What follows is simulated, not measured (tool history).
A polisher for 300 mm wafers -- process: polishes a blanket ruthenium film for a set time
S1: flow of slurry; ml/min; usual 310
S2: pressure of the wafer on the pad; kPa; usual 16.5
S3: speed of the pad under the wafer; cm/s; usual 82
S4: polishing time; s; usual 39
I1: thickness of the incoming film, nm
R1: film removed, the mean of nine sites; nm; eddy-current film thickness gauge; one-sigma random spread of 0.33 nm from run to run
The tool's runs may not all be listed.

run	hour	S1	S2	S3	S4	I1	R1
1	0.0	310	16.5	82	39	277.8	45.2
2	41.5	310	16.5	82	39	281.2	45.4
# hour 49.0: worn pad replaced by a new one
3	110.8	310	16.5	82	39	278.3	45.5
4	146.7	310	16.5	82	39	274.7	44.8
5	198.7	310	16.5	82	39	282.6	44.8
# hour 215.7: worn pad replaced by a new one
6	229.3	310	16.5	82	39	278.5	47.9
7	270.6	310	16.5	82	39	273.6	46.4
# hour 283.3: head pressure recalibrated
8	330.2	310	16.5	82	39	278.5	45.6
9	377.5	310	16.5	82	39	283.3	44.8
# hour 394.9: worn pad replaced by a new one
10	412.7	380	20.0	82	44	274.0	63.4
11	474.2	310	16.5	82	39	277.9	45.6
# hour 555.9: slurry nozzle cleaned
# hour 588.3: worn pad replaced by a new one
# hour 616.6: head pressure recalibrated
12	627.8	310	16.5	82	39	279.6	46.7
13	664.5	310	20.0	108	45	277.7	76.6
14	723.8	230	14.5	68	44	280.2	38.6

Predict the results of run 15:
# hour 762.5: worn pad replaced by a new one
15	792.1	310	16.5	82	39	279.6	?

R1: 47.7 nm
On a tool with no hidden condition, and with the same random variation, this run would have come out at R1 49.6 nm.

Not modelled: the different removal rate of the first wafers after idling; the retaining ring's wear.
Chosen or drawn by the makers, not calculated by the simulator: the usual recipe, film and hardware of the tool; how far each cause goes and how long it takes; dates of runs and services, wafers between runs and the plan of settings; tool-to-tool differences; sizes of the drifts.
